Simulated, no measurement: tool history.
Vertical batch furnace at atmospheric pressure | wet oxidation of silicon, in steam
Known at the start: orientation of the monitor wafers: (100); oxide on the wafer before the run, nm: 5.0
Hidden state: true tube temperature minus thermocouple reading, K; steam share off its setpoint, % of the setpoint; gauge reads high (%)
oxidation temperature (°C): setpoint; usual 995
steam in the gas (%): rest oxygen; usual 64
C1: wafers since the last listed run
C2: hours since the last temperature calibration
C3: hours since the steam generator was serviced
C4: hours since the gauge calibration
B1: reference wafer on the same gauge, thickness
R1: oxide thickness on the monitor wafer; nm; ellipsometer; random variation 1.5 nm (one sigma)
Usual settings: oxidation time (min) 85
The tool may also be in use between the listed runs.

run 1 hour=0 | oxidation_temperature_(°C)=995 oxidation_time_(min)=85 steam_in_the_gas_(%)=71 | C1=0 C2=1857.9 C3=3186.4 C4=1057.5 | B1=393.26 | R1=387.87
run 2 hour=34.9 | oxidation_temperature_(°C)=995 oxidation_time_(min)=85 steam_in_the_gas_(%)=71 | C1=430 C2=1892.8 C3=3221.3 C4=1092.4 | B1=393.19 | R1=390.15
run 3 hour=47.1 | oxidation_temperature_(°C)=995 oxidation_time_(min)=85 steam_in_the_gas_(%)=71 | C1=150 C2=1905 C3=3233.5 C4=1104.6 | B1=393.15 | R1=389.64
run 4 hour=68.5 | oxidation_temperature_(°C)=995 oxidation_time_(min)=57 steam_in_the_gas_(%)=64 | C1=263 C2=1926.4 C3=3254.9 C4=1126 | B1=392.82 | R1=273.3
run 5 hour=80.7 | oxidation_temperature_(°C)=981 oxidation_time_(min)=85 steam_in_the_gas_(%)=64 | C1=150 C2=1938.6 C3=3267.1 C4=1138.2 | B1=393.2 | R1=322.54
run 6 hour=99.8 | oxidation_temperature_(°C)=981 oxidation_time_(min)=85 steam_in_the_gas_(%)=64 | C1=235 C2=1957.7 C3=3286.2 C4=1157.3 | B1=392.84 | R1=322.54
run 7 hour=176.3 | oxidation_temperature_(°C)=983 oxidation_time_(min)=85 steam_in_the_gas_(%)=64 | C1=942 C2=2034.2 C3=3362.7 C4=1233.8 | B1=393.08 | R1=330.14
run 8 hour=208 | oxidation_temperature_(°C)=995 oxidation_time_(min)=85 steam_in_the_gas_(%)=64 | C1=390 C2=2065.9 C3=3394.4 C4=1265.5 | B1=392.83 | R1=360.92
run 9 hour=228.7 | oxidation_temperature_(°C)=995 oxidation_time_(min)=85 steam_in_the_gas_(%)=64 | C1=255 C2=2086.6 C3=3415.1 C4=1286.2 | B1=393.12 | R1=360.76
run 10 hour=261.6 | oxidation_temperature_(°C)=995 oxidation_time_(min)=85 steam_in_the_gas_(%)=64 | C1=405 C2=2119.5 C3=3448 C4=1319.1 | B1=393.29 | R1=364.28
-- hour=285 gauge calibrated
-- hour=298.4 steam generator serviced
run 11 hour=298.9 | oxidation_temperature_(°C)=995 oxidation_time_(min)=56.5 steam_in_the_gas_(%)=61 | C1=163 C2=2156.8 C3=0.5 C4=13.9 | B1=393.19 | R1=278.28
run 12 hour=304 | oxidation_temperature_(°C)=995 oxidation_time_(min)=85 steam_in_the_gas_(%)=64 | C1=62 C2=2161.9 C3=5.6 C4=19 | B1=392.91 | R1=384.82
-- hour=334.8 thermocouples replaced and temperature profile calibrated
run 13 hour=407.7 | oxidation_temperature_(°C)=995 oxidation_time_(min)=85 steam_in_the_gas_(%)=64 | C1=982 C2=72.9 C3=109.3 C4=122.7 | B1=393.06 | R1=377.17
run 14 hour=426.9 | oxidation_temperature_(°C)=995 oxidation_time_(min)=85 steam_in_the_gas_(%)=64 | C1=236 C2=92.1 C3=128.5 C4=141.9 | B1=393.11 | R1=374.67
run 15 hour=458.7 | oxidation_temperature_(°C)=995 oxidation_time_(min)=85 steam_in_the_gas_(%)=64 | C1=391 C2=123.9 C3=160.3 C4=173.7 | B1=392.94 | R1=375.29
run 16 hour=485.2 | oxidation_temperature_(°C)=995 oxidation_time_(min)=85 steam_in_the_gas_(%)=64 | C1=326 C2=150.4 C3=186.8 C4=200.2 | B1=393.16 | R1=373.5
run 17 hour=515.6 | oxidation_temperature_(°C)=985 oxidation_time_(min)=85 steam_in_the_gas_(%)=71 | C1=374 C2=180.8 C3=217.2 C4=230.6 | B1=393.3 | R1=374.15
run 18 hour=535.6 | oxidation_temperature_(°C)=973 oxidation_time_(min)=53.5 steam_in_the_gas_(%)=52 | C1=246 C2=200.8 C3=237.2 C4=250.6 | B1=392.78 | R1=188.04
run 19 hour=565.7 | oxidation_temperature_(°C)=995 oxidation_time_(min)=46.5 steam_in_the_gas_(%)=74 | C1=370 C2=230.9 C3=267.3 C4=280.7 | B1=393.29 | R1=270.47
run 20 hour=585.2 | oxidation_temperature_(°C)=978 oxidation_time_(min)=85 steam_in_the_gas_(%)=64 | C1=240 C2=250.4 C3=286.8 C4=300.2 | B1=392.92 | R1=327.18
run 21 hour=662.6 | oxidation_temperature_(°C)=1012 oxidation_time_(min)=85 steam_in_the_gas_(%)=74 | C1=953 C2=327.8 C3=364.2 C4=377.6 | B1=392.72 | R1=464.88
run 22 hour=683.2 | oxidation_temperature_(°C)=995 oxidation_time_(min)=85 steam_in_the_gas_(%)=64 | C1=253 C2=348.4 C3=384.8 C4=398.2 | B1=392.66 | R1=375.67
run 23 hour=698.3 | oxidation_temperature_(°C)=976 oxidation_time_(min)=112.5 steam_in_the_gas_(%)=64 | C1=186 C2=363.5 C3=399.9 C4=413.3 | B1=392.95 | R1=393.48
run 24 hour=713 | oxidation_temperature_(°C)=1010 oxidation_time_(min)=85 steam_in_the_gas_(%)=76 | C1=181 C2=378.2 C3=414.6 C4=428 | B1=393.25 | R1=465.6
run 25 hour=731.4 | oxidation_temperature_(°C)=978 oxidation_time_(min)=50 steam_in_the_gas_(%)=73 | C1=226 C2=396.6 C3=433 C4=446.4 | B1=392.99 | R1=243.83
run 26 hour=762.5 | oxidation_temperature_(°C)=985 oxidation_time_(min)=110 steam_in_the_gas_(%)=64 | C1=383 C2=427.7 C3=464.1 C4=477.5 | B1=393.11 | R1=417.27
run 27 hour=793.2 | oxidation_temperature_(°C)=995 oxidation_time_(min)=85 steam_in_the_gas_(%)=64 | C1=378 C2=458.4 C3=494.8 C4=508.2 | B1=393.13 | R1=372.13
run 28 hour=813.7 | oxidation_temperature_(°C)=995 oxidation_time_(min)=85 steam_in_the_gas_(%)=64 | C1=252 C2=478.9 C3=515.3 C4=528.7 | B1=393.04 | R1=371.21
run 29 hour=844.2 | oxidation_temperature_(°C)=1020 oxidation_time_(min)=97 steam_in_the_gas_(%)=55 | C1=375 C2=509.4 C3=545.8 C4=559.2 | B1=392.64 | R1=439.57
run 30 hour=860 | oxidation_temperature_(°C)=995 oxidation_time_(min)=64.5 steam_in_the_gas_(%)=71 | C1=194 C2=525.2 C3=561.6 C4=575 | B1=393.01 | R1=331.39
run 31 hour=877.9 | oxidation_temperature_(°C)=995 oxidation_time_(min)=85 steam_in_the_gas_(%)=64 | C1=220 C2=543.1 C3=579.5 C4=592.9 | B1=393.07 | R1=374.97
run 32 hour=897.5 | oxidation_temperature_(°C)=995 oxidation_time_(min)=46.5 steam_in_the_gas_(%)=74 | C1=241 C2=562.7 C3=599.1 C4=612.5 | B1=392.93 | R1=269.92
run 33 hour=918.1 | oxidation_temperature_(°C)=995 oxidation_time_(min)=48.5 steam_in_the_gas_(%)=69 | C1=253 C2=583.3 C3=619.7 C4=633.1 | B1=393.1 | R1=263.64
run 34 hour=949.3 | oxidation_temperature_(°C)=995 oxidation_time_(min)=105.5 steam_in_the_gas_(%)=71 | C1=384 C2=614.5 C3=650.9 C4=664.3 | B1=393.11 | R1=461.94
run 35 hour=973.2 | oxidation_temperature_(°C)=1004 oxidation_time_(min)=108 steam_in_the_gas_(%)=64 | C1=294 C2=638.4 C3=674.8 C4=688.2 | B1=392.97 | R1=466.91
run 36 hour=1006.9 | oxidation_temperature_(°C)=974 oxidation_time_(min)=66 steam_in_the_gas_(%)=59 | C1=415 C2=672.1 C3=708.5 C4=721.9 | B1=393.3 | R1=244.1
run 37 hour=1036.3 | oxidation_temperature_(°C)=1008 oxidation_time_(min)=85 steam_in_the_gas_(%)=58 | C1=362 C2=701.5 C3=737.9 C4=751.3 | B1=392.9 | R1=384.06
run 38 hour=1061.7 | oxidation_temperature_(°C)=1012 oxidation_time_(min)=73.5 steam_in_the_gas_(%)=74 | C1=313 C2=726.9 C3=763.3 C4=776.7 | B1=392.7 | R1=421.55
run 39 hour=1094.7 | oxidation_temperature_(°C)=995 oxidation_time_(min)=85 steam_in_the_gas_(%)=64 | C1=406 C2=759.9 C3=796.3 C4=809.7 | B1=392.99 | R1=375.65

What the log doesn't show, run by run:
gauge reads high (%): 0 in every run
H1: true tube temperature minus thermocouple reading, K
H2: steam share off its setpoint, % of the setpoint
run=1 H1=2.84 H2=-8.33
run=2 H1=2.94 H2=-8.41
run=3 H1=2.98 H2=-8.43
run=4 H1=3.04 H2=-8.48
run=5 H1=3.08 H2=-8.51
run=6 H1=3.14 H2=-8.55
run=7 H1=3.38 H2=-8.72
run=8 H1=3.49 H2=-8.79
run=9 H1=3.55 H2=-8.83
run=10 H1=3.66 H2=-8.9
run=11 H1=3.79 H2=-0.28
run=12 H1=3.81 H2=-0.291
run=13 H1=0.224 H2=-0.519
run=14 H1=0.226 H2=-0.561
run=15 H1=0.232 H2=-0.631
run=16 H1=0.238 H2=-0.689
run=17 H1=0.246 H2=-0.756
run=18 H1=0.252 H2=-0.8
run=19 H1=0.262 H2=-0.866
run=20 H1=0.269 H2=-0.908
run=21 H1=0.305 H2=-1.08
run=22 H1=0.316 H2=-1.12
run=23 H1=0.324 H2=-1.16
run=24 H1=0.333 H2=-1.19
run=25 H1=0.344 H2=-1.23
run=26 H1=0.364 H2=-1.3
run=27 H1=0.386 H2=-1.36
run=28 H1=0.401 H2=-1.41
run=29 H1=0.425 H2=-1.48
run=30 H1=0.438 H2=-1.51
run=31 H1=0.453 H2=-1.55
run=32 H1=0.47 H2=-1.59
run=33 H1=0.489 H2=-1.64
run=34 H1=0.519 H2=-1.71
run=35 H1=0.542 H2=-1.76
run=36 H1=0.577 H2=-1.83
run=37 H1=0.609 H2=-1.9
run=38 H1=0.638 H2=-1.95
run=39 H1=0.677 H2=-2.03
